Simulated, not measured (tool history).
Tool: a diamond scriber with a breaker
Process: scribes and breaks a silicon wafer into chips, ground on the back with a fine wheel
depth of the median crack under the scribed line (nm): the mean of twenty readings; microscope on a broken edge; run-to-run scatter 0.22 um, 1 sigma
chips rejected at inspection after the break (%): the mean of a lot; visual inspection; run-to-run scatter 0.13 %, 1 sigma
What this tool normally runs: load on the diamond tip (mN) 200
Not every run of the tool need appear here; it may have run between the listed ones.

run,hour,load on the diamond tip (mN),wafers since the last listed run,hours since the diamond tip was replaced,hours since the load on the tip was calibrated,"incoming depth of the damage left on the back of the incoming wafer, um",depth of the median crack under the scribed line (nm),chips rejected at inspection after the break (%)
1,0,224,0,527.3,295.1,1.6,13420,1.63
2,7.7,200,20,535,302.8,2.57,12160,2.11
3,14.7,178,18,542,309.8,2.99,9990,7.82
4,68.5,200,142,595.8,363.6,2,11590,2.6
5,79.8,200,29,607.1,374.9,1.8,11530,2.51
6,95.1,200,40,622.4,390.2,1.54,10900,2.98
7,110.2,200,40,637.5,405.3,2.69,11110,3.56
8,124.7,230,38,652,419.8,1.84,12900,1.86
9,137,215,32,664.3,432.1,2.78,11790,2.63
10,153.1,215,42,680.4,448.2,1.89,11730,2.07
11,161.5,215,22,688.8,456.6,2.91,11470,3.1
12,169.7,227,21,697,464.8,1.53,12150,1.75
13,176.5,227,18,703.8,471.6,2.01,12770,1.52
14,188.2,177,31,715.5,483.3,2.46,9070,11.51
# hour 195.6: load on the tip recalibrated
15,201.2,149,29,728.5,5.6,2.35,8540,15.97
16,213.4,149,32,740.7,17.8,2.52,8610,18.47
# hour 229.7: diamond tip replaced by a new one
17,230.2,149,39,0.5,34.6,2.58,8280,15.78
18,241.5,166,29,11.8,45.9,2.1,10040,7.55
19,257.3,219,41,27.6,61.7,1.7,13390,1.99
20,267.1,200,25,37.4,71.5,1.74,12280,1.52
21,284.6,160,46,54.9,89,1.74,9120,10.15
22,291.6,154,18,61.9,96,2.88,8880,13.74
23,306.6,232,39,76.9,111,2.5,14180,3.47
24,315,224,22,85.3,119.4,1.69,13620,2.24
25,326.8,258,31,97.1,131.2,2.43,15580,5.92
26,333.7,256,18,104,138.1,1.59,15620,5.77
27,346,164,32,116.3,150.4,2.32,9510,8.32

How the hidden state differs across the entries between the runs, from the last listed run before each to the first after it:
Between runs 14 and 15: load on the tip recalibrated (hour 195.6)
  deviation of the load on the tip from its setpoint, %: -13.3 -> -2.21
  what was measured, less what the result would be without the hidden state, depth of the median crack under the scribed line (nm): -1690 -> -220; chips rejected at inspection after the break (%): +7.35 -> +1.59
Between runs 16 and 17: diamond tip replaced by a new one (hour 229.7)
  deviation of the load on the tip from its setpoint, %: -2.23 -> -2.28
  what was measured, less what the result would be without the hidden state, depth of the median crack under the scribed line (nm): -220 -> -220; chips rejected at inspection after the break (%): +1.83 -> +1.6

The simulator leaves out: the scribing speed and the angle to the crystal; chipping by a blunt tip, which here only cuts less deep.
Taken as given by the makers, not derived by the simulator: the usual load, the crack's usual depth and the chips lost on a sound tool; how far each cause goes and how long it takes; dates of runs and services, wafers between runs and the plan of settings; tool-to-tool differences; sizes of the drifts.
